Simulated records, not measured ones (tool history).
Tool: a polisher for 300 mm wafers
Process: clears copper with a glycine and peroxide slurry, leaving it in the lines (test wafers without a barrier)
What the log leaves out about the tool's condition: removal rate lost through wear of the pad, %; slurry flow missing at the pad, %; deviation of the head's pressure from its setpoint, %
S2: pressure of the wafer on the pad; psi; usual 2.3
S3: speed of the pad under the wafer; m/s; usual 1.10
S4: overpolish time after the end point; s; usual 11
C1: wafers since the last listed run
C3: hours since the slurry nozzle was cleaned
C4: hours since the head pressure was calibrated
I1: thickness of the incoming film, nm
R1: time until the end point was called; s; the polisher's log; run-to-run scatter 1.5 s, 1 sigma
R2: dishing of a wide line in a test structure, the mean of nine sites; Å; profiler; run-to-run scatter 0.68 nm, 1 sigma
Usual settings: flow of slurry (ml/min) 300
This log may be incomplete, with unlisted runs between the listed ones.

run 1 hour=0.0 | flow_of_slurry_(ml/min)=300 S2=2.3 S3=1.10 S4=11 | C1=0 wafers_polished_on_this_pad=397 C3=506.7 C4=465.5 | I1=496.5 | R1=84.3 R2=401
run 2 hour=10.0 | flow_of_slurry_(ml/min)=370 S2=2.3 S3=1.10 S4=11 | C1=66 wafers_polished_on_this_pad=463 C3=516.7 C4=475.5 | I1=495.5 | R1=83.8 R2=394
run 3 hour=21.9 | flow_of_slurry_(ml/min)=300 S2=2.3 S3=1.28 S4=11 | C1=78 wafers_polished_on_this_pad=541 C3=528.6 C4=487.4 | I1=495.2 | R1=76.5 R2=442
run 4 hour=39.5 | flow_of_slurry_(ml/min)=300 S2=2.3 S3=1.10 S4=11 | C1=116 wafers_polished_on_this_pad=658 C3=546.2 C4=505.0 | I1=497.9 | R1=88.4 R2=397
run 5 hour=55.9 | flow_of_slurry_(ml/min)=300 S2=2.3 S3=1.10 S4=11 | C1=108 wafers_polished_on_this_pad=766 C3=562.6 C4=521.4 | I1=502.7 | R1=90.3 R2=398
-- hour=70.0 worn pad replaced by a new one
run 6 hour=70.8 | flow_of_slurry_(ml/min)=300 S2=2.3 S3=1.10 S4=11 | C1=72 wafers_polished_on_this_pad=5 C3=577.5 C4=536.3 | I1=505.2 | R1=89.4 R2=385
run 7 hour=80.2 | flow_of_slurry_(ml/min)=300 S2=2.5 S3=1.10 S4=11 | C1=62 wafers_polished_on_this_pad=67 C3=586.9 C4=545.7 | I1=511.0 | R1=91.9 R2=399
-- hour=94.4 worn pad replaced by a new one, repeated, since the last time left the tool worse
run 8 hour=94.9 | flow_of_slurry_(ml/min)=300 S2=3.0 S3=1.36 S4=11 | C1=70 wafers_polished_on_this_pad=3 C3=601.6 C4=560.4 | I1=497.8 | R1=53.8 R2=612
run 9 hour=104.7 | flow_of_slurry_(ml/min)=300 S2=2.3 S3=0.94 S4=11 | C1=64 wafers_polished_on_this_pad=68 C3=611.4 C4=570.2 | I1=494.7 | R1=89.2 R2=376
-- hour=110.9 head pressure recalibrated
run 10 hour=115.9 | flow_of_slurry_(ml/min)=300 S2=2.3 S3=1.10 S4=8 | C1=60 wafers_polished_on_this_pad=129 C3=622.6 C4=5.0 | I1=502.0 | R1=82.3 R2=302
-- hour=122.2 slurry nozzle cleaned
run 11 hour=123.1 | flow_of_slurry_(ml/min)=390 S2=2.5 S3=1.10 S4=11 | C1=41 wafers_polished_on_this_pad=170 C3=0.9 C4=12.2 | I1=502.6 | R1=76.3 R2=446
run 12 hour=134.8 | flow_of_slurry_(ml/min)=245 S2=2.3 S3=1.10 S4=15 | C1=77 wafers_polished_on_this_pad=247 C3=12.6 C4=23.9 | I1=500.6 | R1=86.7 R2=524
run 13 hour=151.4 | flow_of_slurry_(ml/min)=300 S2=2.3 S3=1.28 S4=11 | C1=109 wafers_polished_on_this_pad=357 C3=29.2 C4=40.5 | I1=496.0 | R1=74.9 R2=451
run 14 hour=159.6 | flow_of_slurry_(ml/min)=250 S2=2.3 S3=1.10 S4=15 | C1=54 wafers_polished_on_this_pad=411 C3=37.4 C4=48.7 | I1=503.6 | R1=87.7 R2=533

Below, some changes in R1 between adjacent runs. For each, the amount present without the hidden state too (settings, incoming material, random variation) and the amount remaining for the hidden state with gauge scatter not shared by both compared results:
Run 7 -> 8: S2 2.5 -> 3.0, S3 1.10 -> 1.36, worn pad replaced by a new one, repeated, since the last time left the tool worse. R1 -38.1 s: hidden state -12.4, all else -25.7.

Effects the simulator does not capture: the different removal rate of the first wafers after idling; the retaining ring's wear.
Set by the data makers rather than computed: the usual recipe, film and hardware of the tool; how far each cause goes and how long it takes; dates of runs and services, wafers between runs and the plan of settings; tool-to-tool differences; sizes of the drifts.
